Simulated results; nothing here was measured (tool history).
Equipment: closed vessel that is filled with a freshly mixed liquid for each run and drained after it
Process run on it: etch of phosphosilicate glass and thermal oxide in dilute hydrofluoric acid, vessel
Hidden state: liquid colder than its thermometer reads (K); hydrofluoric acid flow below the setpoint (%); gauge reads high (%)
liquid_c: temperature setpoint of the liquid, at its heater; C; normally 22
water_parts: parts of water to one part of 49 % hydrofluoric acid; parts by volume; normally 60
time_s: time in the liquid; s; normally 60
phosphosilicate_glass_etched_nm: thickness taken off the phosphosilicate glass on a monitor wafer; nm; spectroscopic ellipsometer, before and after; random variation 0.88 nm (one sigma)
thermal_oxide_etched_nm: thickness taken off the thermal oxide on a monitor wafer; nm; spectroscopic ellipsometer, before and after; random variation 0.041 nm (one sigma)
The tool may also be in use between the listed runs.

run     day  liquid_c  water_parts  time_s  wafers since the last listed run  hours since the thermometer was replaced  hours since the hydrofluoric acid flow meter was replaced  hours since the gauge calibration  read-back film thickness of the phosphosilicate glass reference wafer, read on the same gauge (nm)  read-back film thickness of the thermal oxide reference wafer, read on the same gauge (nm)  phosphosilicate_glass_etched_nm  thermal_oxide_etched_nm
  1       0        18           60      45                                 0                                     708.5                                                     1290.2                             2013.1                                                                                               39.95                                                                                     109.997                           103.32                    2.765
  2   3.883        22           60      60                             13813                                     801.7                                                     1383.4                             2106.3                                                                                               40.01                                                                                     110.014                           164.37                    4.331
  3   5.896        19           40      60                              7158                                       850                                                     1431.7                             2154.6                                                                                               40.03                                                                                     110.007                           220.85                    5.877
  4   8.542        19           40      60                              9411                                     913.5                                                     1495.2                             2218.1                                                                                               39.98                                                                                     110.002                           220.83                    5.837
  5  12.188        19           40      60                             12968                                      1001                                                     1582.7                             2305.6                                                                                               39.99                                                                                     109.996                           220.05                    5.821
  6  15.438      23.5           60      60                             11560                                      1079                                                     1660.7                             2383.6                                                                                               39.98                                                                                     109.995                           171.92                    4.496
  7  18.067      23.5           60      60                              9352                                    1142.1                                                     1723.8                             2446.7                                                                                               39.99                                                                                         110                           171.27                    4.495
  8  20.425        22           60      60                              8388                                    1198.7                                                     1780.4                             2503.3                                                                                                  40                                                                                     109.999                           159.44                    4.202
     20.854  -- thermometer replaced
  9  22.267      19.5           60      60                              6402                                      33.9                                                     1824.6                             2547.5                                                                                                  40                                                                                     109.993                            147.6                    3.864
 10  24.275      26.5           50      60                              7143                                      82.1                                                     1872.8                             2595.7                                                                                               39.98                                                                                     110.015                           240.06                    6.251
 11  26.042        22           60      60                              6284                                     124.5                                                     1915.2                             2638.1                                                                                               39.98                                                                                     110.018                           162.06                     4.37
         29  -- hydrofluoric acid flow meter replaced
 12  29.754      20.5           70      90                             13057                                     213.6                                                       18.1                             2727.2                                                                                               39.98                                                                                     110.024                            206.3                    5.391
 13  32.508      19.5           60      60                              9797                                     279.7                                                       84.2                             2793.3                                                                                               39.94                                                                                     110.004                           154.35                    4.102
 14  35.738        22           60      60                             11486                                     357.2                                                      161.7                             2870.8                                                                                                  40                                                                                     109.997                           170.86                    4.499
 15  39.658      18.5           30      30                             13947                                     451.3                                                      255.8                             2964.9                                                                                               39.97                                                                                     109.999                           152.67                    3.946
     42.825  -- gauge calibrated
 16  44.046        20           60      60                             15607                                     556.6                                                      361.1                               29.3                                                                                               40.02                                                                                     109.995                           155.01                    4.113
 17  47.196        25           60      40                             11205                                     632.2                                                      436.7                              104.9                                                                                               40.02                                                                                     110.002                           127.32                    3.373
 18  50.708        19           50      35                             12494                                     716.5                                                        521                              189.2                                                                                               40.01                                                                                     110.005                           105.36                    2.803
 19  52.425        22           60      90                              6106                                     757.7                                                      562.2                              230.4                                                                                               40.02                                                                                     110.005                           251.92                    6.516
 20  56.288      23.5           35      85                             13739                                     850.4                                                      654.9                              323.1                                                                                                  40                                                                                     109.997                           446.06                   11.779
 21  58.212      19.5           45      70                              6847                                     896.6                                                      701.1                              369.3                                                                                               39.98                                                                                      110.02                           237.62                    6.324
 22  60.146        22           35      60                              6877                                       943                                                      747.5                              415.7                                                                                               40.02                                                                                     109.991                           294.29                    7.861
 23  61.946        22           60      60                              6402                                     986.2                                                      790.7                              458.9                                                                                                  40                                                                                     110.004                            167.1                    4.444
 24  64.504      24.5           45      60                              9100                                    1047.6                                                      852.1                              520.3                                                                                               40.02                                                                                         110                           249.35                    6.648
     66.746  -- thermometer replaced
 25  68.204      17.5           80      90                             13013                                        35                                                      940.9                              609.1                                                                                               40.02                                                                                     109.977                           152.88                    4.019

Hidden state, per run?
gauge reads high (%): 0 at every run
H1: liquid colder than its thermometer reads (K)
H2: hydrofluoric acid flow below the setpoint (%)
run      H1     H2
  1   0.359   3.99
  2   0.405   4.27
  3    0.43   4.42
  4   0.461   4.61
  5   0.505   4.87
  6   0.543   5.11
  7   0.575    5.3
  8   0.603   5.47
  9  0.0451    5.6
 10   0.069   5.74
 11  0.0901   5.87
 12   0.134  0.541
 13   0.167  0.739
 14   0.206  0.972
 15   0.253   1.25
 16   0.305   1.57
 17   0.343    1.8
 18   0.385   2.05
 19   0.405   2.18
 20   0.451   2.45
 21   0.474   2.59
 22   0.497   2.73
 23   0.519   2.86
 24   0.549   3.05
 25   0.125   3.31
